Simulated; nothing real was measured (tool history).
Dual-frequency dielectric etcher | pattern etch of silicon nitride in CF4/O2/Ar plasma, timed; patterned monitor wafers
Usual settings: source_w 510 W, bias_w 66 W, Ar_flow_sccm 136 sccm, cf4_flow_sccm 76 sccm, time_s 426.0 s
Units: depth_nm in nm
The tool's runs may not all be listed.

run,hour,source_w,bias_w,Ar_flow_sccm,cf4_flow_sccm,time_s,wafers since the last listed run,hours since the last wet clean,hours since the last source power generator calibration,hours since the last bias power generator calibration,hours since the last Ar flow controller change,hours since the last CF4 flow controller change,hours since the last upper electrode change,hours since the gauge calibration,"read-back reference wafer on the same gauge, depth_nm",depth_nm
1,0.0,510,75,136,89,426.0,0,387.3,2409.7,2257.4,4098.4,1578.1,6312.7,111.4,836.9,849.1
2,30.2,510,66,136,76,426.0,122,417.5,2439.9,2287.6,4128.6,1608.3,6342.9,141.6,836.5,807.8
3,61.5,510,66,136,76,426.0,127,448.8,2471.2,2318.9,4159.9,1639.6,6374.2,172.9,836.8,813.7
4,94.4,510,55,136,76,426.0,133,481.7,2504.1,2351.8,4192.8,1672.5,6407.1,205.8,836.5,769.4
# hour 156.2: upper electrode replaced
5,183.8,510,55,136,76,426.0,266,571.1,2593.5,2441.2,4282.2,1761.9,27.6,295.2,836.9,778.2
# hour 191.1: source power generator calibrated
# hour 225.6: wet clean of the chamber
6,226.1,590,66,136,88,426.0,58,0.5,35.0,2483.5,4324.5,1804.2,69.9,337.5,836.2,920.6
# hour 226.8: gauge calibrated
7,226.9,590,66,136,88,426.0,3,1.3,35.8,2484.3,4325.3,1805.0,70.7,0.1,837.0,921.7
# hour 247.5: Ar flow controller replaced
# hour 260.6: CF4 flow controller replaced
# hour 264.2: bias power generator calibrated
8,264.7,510,66,136,76,426.0,90,39.1,73.6,0.5,17.2,4.1,108.5,37.9,836.8,799.5
9,349.3,510,66,136,76,426.0,344,123.7,158.2,85.1,101.8,88.7,193.1,122.5,836.8,797.7
10,377.5,580,66,136,85,541.0,114,151.9,186.4,113.3,130.0,116.9,221.3,150.7,837.0,1155.4
11,408.1,390,76,136,62,501.5,124,182.5,217.0,143.9,160.6,147.5,251.9,181.3,837.0,754.0
12,436.4,510,66,136,88,426.0,115,210.8,245.3,172.2,188.9,175.8,280.2,209.6,837.0,819.9
13,460.8,510,55,122,76,426.0,99,235.2,269.7,196.6,213.3,200.2,304.6,234.0,837.6,781.4
14,488.1,610,66,167,76,338.5,111,262.5,297.0,223.9,240.6,227.5,331.9,261.3,837.4,726.4

5 ways to go on from here, each from the tool as it stands after run 14. What would each give?
A,488.6,510,66,136,76,426.0,2,263.0,297.5,224.4,241.1,228.0,332.4,261.8,?,?
B,488.6,420,81,136,70,426.0,2,263.0,297.5,224.4,241.1,228.0,332.4,261.8,?,?
C,488.6,510,66,120,82,426.0,2,263.0,297.5,224.4,241.1,228.0,332.4,261.8,?,?
D,488.6,440,66,121,76,426.0,2,263.0,297.5,224.4,241.1,228.0,332.4,261.8,?,?
E,488.6,480,66,168,76,426.0,2,263.0,297.5,224.4,241.1,228.0,332.4,261.8,?,?

run,"read-back reference wafer on the same gauge, depth_nm",depth_nm
A,836.8,805.8
B,836.8,712.9
C,836.8,829.5
D,836.8,719.6
E,836.8,738.6
Without the tool's hidden state the same runs would have given:
run,depth_nm
A,801.4
B,709.0
C,825.0
D,715.7
E,734.5

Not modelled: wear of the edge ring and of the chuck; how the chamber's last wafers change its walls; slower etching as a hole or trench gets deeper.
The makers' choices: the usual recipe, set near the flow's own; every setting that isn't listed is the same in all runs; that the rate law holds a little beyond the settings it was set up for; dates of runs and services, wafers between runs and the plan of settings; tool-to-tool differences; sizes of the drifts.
